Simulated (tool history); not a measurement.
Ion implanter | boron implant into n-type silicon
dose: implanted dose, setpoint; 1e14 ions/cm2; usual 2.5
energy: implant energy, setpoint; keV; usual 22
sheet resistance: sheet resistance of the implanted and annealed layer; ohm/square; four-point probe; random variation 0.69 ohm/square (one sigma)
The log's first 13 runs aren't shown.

run,hour,dose,energy,wafers since the last listed run,hours since the last dose calibration,hours since the extraction supply was calibrated,hours since the gauge calibration,"read-back reference wafer on the same gauge, sheet resistance",sheet resistance
14,307.4,2.5,25.5,885,1328.4,2533.1,834.9,391.94,348.79
15,320.9,2.28,17,395,1341.9,2546.6,848.4,392.03,395.09
16,344.4,2.28,17,689,1365.4,2570.1,871.9,392.31,395.78
17,377.6,2.28,17,973,1398.6,2603.3,905.1,392,396.2
18,400.2,2.74,27.5,662,1421.2,2625.9,927.7,391.93,323.5
19,424.1,1.81,19,700,1445.1,2649.8,951.6,391.59,473.67
# hour 460.9: gauge calibrated
20,523.2,2.81,22,2906,1544.2,2748.9,62.3,392.07,327.22
21,551.8,3.23,22,838,1572.8,2777.5,90.9,392.47,293.15
22,578.4,3.22,15,780,1599.4,2804.1,117.5,392.05,307.48
# hour 599.2: Faraday cup replaced and dose calibrated
23,606,3.21,22,574,6.8,2831.7,145.1,391.58,283.24
24,638.8,2.81,22,961,39.6,2864.5,177.9,392.16,314.51
25,670.6,1.91,27,932,71.4,2896.3,209.7,392.22,419.41
26,693.6,2.15,15,674,94.4,2919.3,232.7,391.82,408.68
# hour 716: extraction supply calibrated
27,728.4,3.05,18,785,129.2,12.4,267.5,391.91,300.43
28,760.6,1.83,17,944,161.4,44.6,299.7,392.15,459.93
29,781.8,2.5,25.5,621,182.6,65.8,320.9,391.83,341.26
30,804.2,2.5,22,656,205,88.2,343.3,392.06,345.19
31,824.1,2.06,28,583,224.9,108.1,363.2,392.12,391.91
32,855.3,2.5,22,915,256.1,139.3,394.4,391.99,345.47
33,879.3,2.5,22,703,280.1,163.3,418.4,392.38,346.63
34,891.5,2.09,25,357,292.3,175.5,430.6,391.86,395
35,907.1,3.23,22,457,307.9,191.1,446.2,392.04,281.8
36,934.2,2.96,22,794,335,218.2,473.3,391.77,302.36

Forecast each of these 3 alternatives for the next run:
A,934.6,2.5,22,11,335.4,218.6,473.7,?,?
B,934.6,2.05,24,11,335.4,218.6,473.7,?,?
C,934.6,2.02,26.5,11,335.4,218.6,473.7,?,?

run,"read-back reference wafer on the same gauge, sheet resistance",sheet resistance
A,392.17,346.83
B,392.17,402.54
C,392.17,402.23
Without the tool's hidden state the same runs would have given:
run,sheet resistance
A,344.7
B,400.09
C,399.81
